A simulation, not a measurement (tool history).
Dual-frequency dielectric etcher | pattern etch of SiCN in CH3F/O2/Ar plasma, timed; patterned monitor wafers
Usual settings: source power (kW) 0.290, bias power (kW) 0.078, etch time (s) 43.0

run    hour  source power (kW)  bias power (kW)  etch time (s)  wafers since the last listed run  hours since the last wet clean  hours since the last source power generator calibration  hours since the last bias power generator calibration  hours since the last upper electrode change  hours since the gauge calibration  read-back reference wafer on the same gauge, depth_nm  mean etch depth across the wafer (nm)
  1     0.0              0.290            0.066           34.5                                 0                           415.7                                                   3003.5                                                 2002.2                                       1217.7                              701.4                                                  12.91                                  11.25
       26.6  -- source power generator calibrated
  2    47.7              0.290            0.066           34.5                               351                           463.4                                                     21.1                                                 2049.9                                       1265.4                              749.1                                                  12.90                                  11.30
  3   130.1              0.290            0.078           43.0                               663                           545.8                                                    103.5                                                 2132.3                                       1347.8                              831.5                                                  12.90                                  15.19
      155.9  -- wet clean of the chamber
  4   228.5              0.290            0.078           43.0                               598                            72.6                                                    201.9                                                 2230.7                                       1446.2                              929.9                                                  12.90                                  15.27
  5   311.6              0.290            0.086           43.0                               668                           155.7                                                    285.0                                                 2313.8                                       1529.3                             1013.0                                                  12.90                                  15.94
  6   416.2              0.290            0.086           43.0                               841                           260.3                                                    389.6                                                 2418.4                                       1633.9                             1117.6                                                  12.90                                  15.97
  7   517.9              0.320            0.078           43.0                               818                           362.0                                                    491.3                                                 2520.1                                       1735.6                             1219.3                                                  12.91                                  15.73
  8   612.1              0.320            0.078           43.0                               758                           456.2                                                    585.5                                                 2614.3                                       1829.8                             1313.5                                                  12.90                                  15.77
  9   718.8              0.290            0.092           43.0                               858                           562.9                                                    692.2                                                 2721.0                                       1936.5                             1420.2                                                  12.90                                  16.48
      741.7  -- gauge calibrated
      783.5  -- wet clean of the chamber
 10   784.0              0.290            0.064           39.0                               331                             0.5                                                    757.4                                                 2786.2                                       2001.7                               42.3                                                  12.90                                  12.66
 11   859.1              0.260            0.063           43.0                               604                            75.6                                                    832.5                                                 2861.3                                       2076.8                              117.4                                                  12.91                                  13.38
      914.8  -- bias power generator calibrated
 12   915.3              0.270            0.078           43.0                               420                           131.8                                                    888.7                                                    0.5                                       2133.0                              173.6                                                  12.91                                  14.82
 13   997.9              0.290            0.078           43.0                               664                           214.4                                                    971.3                                                   83.1                                       2215.6                              256.2                                                  12.90                                  15.12
 14  1099.4              0.290            0.078           47.5                               816                           315.9                                                   1072.8                                                  184.6                                       2317.1                              357.7                                                  12.90                                  16.67
 15  1141.8              0.360            0.067           51.0                               341                           358.3                                                   1115.2                                                  227.0                                       2359.5                              400.1                                                  12.90                                  17.97
     1232.7  -- upper electrode replaced
 16  1236.7              0.230            0.058           51.5                               570                           453.2                                                   1210.1                                                  321.9                                          4.0                              495.0                                                  12.90                                  14.72
 17  1280.4              0.250            0.078           37.5                               351                           496.9                                                   1253.8                                                  365.6                                         47.7                              538.7                                                  12.91                                  12.63
 18  1334.8              0.250            0.096           38.0                               437                           551.3                                                   1308.2                                                  420.0                                        102.1                              593.1                                                  12.90                                  14.20
     1367.8  -- wet clean of the chamber
 19  1400.8              0.290            0.078           43.0                               338                            33.0                                                   1374.2                                                  486.0                                        168.1                              659.1                                                  12.90                                  15.20
 20  1439.0              0.230            0.090           43.0                               307                            71.2                                                   1412.4                                                  524.2                                        206.3                              697.3                                                  12.90                                  15.17
 21  1482.1              0.320            0.060           47.5                               346                           114.3                                                   1455.5                                                  567.3                                        249.4                              740.4                                                  12.90                                  15.29
 22  1562.0              0.360            0.096           48.5                               643                           194.2                                                   1535.4                                                  647.2                                        329.3                              820.3                                                  12.90                                  20.10
 23  1614.1              0.290            0.078           43.0                               419                           246.3                                                   1587.5                                                  699.3                                        381.4                              872.4                                                  12.90                                  15.16
 24  1674.6              0.290            0.078           43.0                               486                           306.8                                                   1648.0                                                  759.8                                        441.9                              932.9                                                  12.90                                  15.20
 25  1765.1              0.290            0.066           34.5                               728                           397.3                                                   1738.5                                                  850.3                                        532.4                             1023.4                                                  12.89                                  11.26
 26  1847.4              0.290            0.078           49.0                               662                           479.6                                                   1820.8                                                  932.6                                        614.7                             1105.7                                                  12.89                                  17.30
     1957.3  -- wet clean of the chamber
 27  1957.8              0.240            0.067           49.0                               695                             0.5                                                   1931.2                                                 1043.0                                        725.1                             1216.1                                                  12.90                                  15.21
 28  2037.2              0.240            0.095           39.5                               639                            79.9                                                   2010.6                                                 1122.4                                        804.5                             1295.5                                                  12.91                                  14.45
 29  2084.3              0.260            0.065           43.0                               379                           127.0                                                   2057.7                                                 1169.5                                        851.6                             1342.6                                                  12.90                                  13.55
 30  2122.2              0.310            0.063           32.5                               305                           164.9                                                   2095.6                                                 1207.4                                        889.5                             1380.5                                                  12.91                                  10.60

4 ways to go on from here, each from the tool as it stands after run 30. What would each give?
  A  2122.6              0.290            0.078           43.0                                 3                           165.3                                                   2096.0                                                 1207.8                                        889.9                             1380.9                                                      ?                                      ?
  B  2122.6              0.350            0.083           43.0                                 3                           165.3                                                   2096.0                                                 1207.8                                        889.9                             1380.9                                                      ?                                      ?
  C  2122.6              0.350            0.078           43.0                                 3                           165.3                                                   2096.0                                                 1207.8                                        889.9                             1380.9                                                      ?                                      ?
  D  2122.6              0.220            0.086           52.5                                 3                           165.3                                                   2096.0                                                 1207.8                                        889.9                             1380.9                                                      ?                                      ?

run  read-back reference wafer on the same gauge, depth_nm  mean etch depth across the wafer (nm)
  A                                                  12.90                                  15.22
  B                                                  12.90                                  16.59
  C                                                  12.90                                  16.12
  D                                                  12.90                                  17.94
Without the tool's hidden state the same runs would have given:
run  mean etch depth across the wafer (nm)
  A                                  15.16
  B                                  16.52
  C                                  16.06
  D                                  17.86
